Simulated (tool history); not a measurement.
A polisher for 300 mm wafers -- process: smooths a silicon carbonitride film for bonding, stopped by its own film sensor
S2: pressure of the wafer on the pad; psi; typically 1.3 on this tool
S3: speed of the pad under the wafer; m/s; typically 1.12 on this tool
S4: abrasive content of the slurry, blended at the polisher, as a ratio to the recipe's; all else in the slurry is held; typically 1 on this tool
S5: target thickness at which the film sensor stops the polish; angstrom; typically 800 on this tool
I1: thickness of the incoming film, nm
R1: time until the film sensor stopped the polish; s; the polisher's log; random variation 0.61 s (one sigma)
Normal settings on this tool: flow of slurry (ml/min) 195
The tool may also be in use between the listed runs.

run 1 hour=0 | flow_of_slurry_(ml/min)=195 S2=1.3 S3=1.12 S4=1 S5=800 | I1=89.7 | R1=55.5
-- hour=27.3 slurry blender recalibrated
-- hour=45.7 worn pad replaced by a new one
run 2 hour=74.2 | flow_of_slurry_(ml/min)=195 S2=1.3 S3=1.12 S4=1 S5=800 | I1=89.3 | R1=50.6
run 3 hour=156 | flow_of_slurry_(ml/min)=195 S2=1.3 S3=1.12 S4=1 S5=800 | I1=90.3 | R1=56.5
-- hour=214.6 slurry nozzle cleaned
run 4 hour=447 | flow_of_slurry_(ml/min)=195 S2=1.3 S3=1.12 S4=0.95 S5=800 | I1=88.9 | R1=53.3
-- hour=457.8 worn pad replaced by a new one
-- hour=504.4 slurry blender recalibrated
run 5 hour=528.7 | flow_of_slurry_(ml/min)=195 S2=1.3 S3=1.12 S4=1 S5=800 | I1=90.6 | R1=56.7
run 6 hour=633.4 | flow_of_slurry_(ml/min)=195 S2=1.3 S3=1.12 S4=1 S5=800 | I1=89.9 | R1=54.1
run 7 hour=692 | flow_of_slurry_(ml/min)=195 S2=1.3 S3=1.12 S4=1 S5=800 | I1=88.8 | R1=48.4
run 8 hour=768.2 | flow_of_slurry_(ml/min)=195 S2=1.3 S3=1.12 S4=1 S5=780 | I1=91.4 | R1=74.7
run 9 hour=855.2 | flow_of_slurry_(ml/min)=195 S2=1.3 S3=1.12 S4=1 S5=780 | I1=91 | R1=72.9
-- hour=897.9 slurry blender recalibrated
run 10 hour=923 | flow_of_slurry_(ml/min)=195 S2=1.3 S3=1.12 S4=1 S5=800 | I1=90.2 | R1=55.3
-- hour=973.7 worn pad replaced by a new one
run 11 hour=987.3 | flow_of_slurry_(ml/min)=195 S2=1.3 S3=1.12 S4=1 S5=800 | I1=89.3 | R1=50.5
run 12 hour=1023.6 | flow_of_slurry_(ml/min)=195 S2=1.3 S3=1.12 S4=1 S5=800 | I1=91.8 | R1=65.7
-- hour=1036.7 slurry nozzle cleaned
-- hour=1167.1 head pressure recalibrated
run 13 hour=1220 | flow_of_slurry_(ml/min)=195 S2=1.3 S3=0.98 S4=1 S5=800 | I1=90.2 | R1=64.2
run 14 hour=1268.9 | flow_of_slurry_(ml/min)=195 S2=1.2 S3=1.36 S4=1 S5=770 | I1=90.6 | R1=72.3
-- hour=1294.5 slurry blender recalibrated
run 15 hour=1342.3 | flow_of_slurry_(ml/min)=240 S2=1.3 S3=1.38 S4=0.9 S5=820 | I1=90.3 | R1=39.5
-- hour=1394.1 worn pad replaced by a new one
run 16 hour=1418.4 | flow_of_slurry_(ml/min)=265 S2=1.3 S3=1.12 S4=1 S5=800 | I1=90.3 | R1=55.8
run 17 hour=1490 | flow_of_slurry_(ml/min)=135 S2=1.3 S3=1.46 S4=1 S5=770 | I1=89.4 | R1=58.5
run 18 hour=1587.7 | flow_of_slurry_(ml/min)=195 S2=1.3 S3=1.12 S4=1 S5=800 | I1=90.6 | R1=60.9
run 19 hour=1691.9 | flow_of_slurry_(ml/min)=195 S2=1.3 S3=1.12 S4=1 S5=800 | I1=88.7 | R1=50.3
-- hour=1703.7 slurry nozzle cleaned
-- hour=1728.2 slurry blender recalibrated
run 20 hour=1762.9 | flow_of_slurry_(ml/min)=195 S2=1.3 S3=1.12 S4=1 S5=800 | I1=91.1 | R1=61.2
-- hour=1798.7 worn pad replaced by a new one
run 21 hour=1871.6 | flow_of_slurry_(ml/min)=195 S2=1.3 S3=1.12 S4=1.2 S5=840 | I1=90.3 | R1=31.7
run 22 hour=1953.2 | flow_of_slurry_(ml/min)=195 S2=1 S3=1.12 S4=1 S5=820 | I1=88.7 | R1=47.8
run 23 hour=2052.3 | flow_of_slurry_(ml/min)=195 S2=1.3 S3=1.12 S4=0.85 S5=800 | I1=90.1 | R1=62.6
run 24 hour=2095.1 | flow_of_slurry_(ml/min)=195 S2=1.3 S3=0.8 S4=1 S5=800 | I1=91.8 | R1=87.9
run 25 hour=2161.2 | flow_of_slurry_(ml/min)=195 S2=1.2 S3=1.12 S4=1 S5=800 | I1=90.3 | R1=63.7
-- hour=2167.6 slurry blender recalibrated
run 26 hour=2229.6 | flow_of_slurry_(ml/min)=230 S2=1.3 S3=1.12 S4=1 S5=780 | I1=89.9 | R1=64
-- hour=2244.2 worn pad replaced by a new one
run 27 hour=2270.2 | flow_of_slurry_(ml/min)=195 S2=1.3 S3=1.12 S4=1 S5=800 | I1=90.8 | R1=58.6

Run-by-run hidden state of the tool:
removal rate lost through wear of the pad, %: 0, the same for each run
slurry flow missing at the pad, %: 0, the same for each run
deviation of the head's pressure from its setpoint, %: 0, the same for each run
H1: abrasive missing from the slurry, %
run=1 H1=9.34
run=2 H1=0.863
run=3 H1=1.63
run=4 H1=10.1
run=5 H1=0.265
run=6 H1=1.12
run=7 H1=2.1
run=8 H1=3.93
run=9 H1=6.76
run=10 H1=0.669
run=11 H1=1.06
run=12 H1=1.47
run=13 H1=6.14
run=14 H1=7.94
run=15 H1=0.964
run=16 H1=1.66
run=17 H1=2.87
run=18 H1=5.4
run=19 H1=9.22
run=20 H1=0.479
run=21 H1=1.51
run=22 H1=3.1
run=23 H1=5.99
run=24 H1=7.56
run=25 H1=10.4
run=26 H1=0.283
run=27 H1=0.638

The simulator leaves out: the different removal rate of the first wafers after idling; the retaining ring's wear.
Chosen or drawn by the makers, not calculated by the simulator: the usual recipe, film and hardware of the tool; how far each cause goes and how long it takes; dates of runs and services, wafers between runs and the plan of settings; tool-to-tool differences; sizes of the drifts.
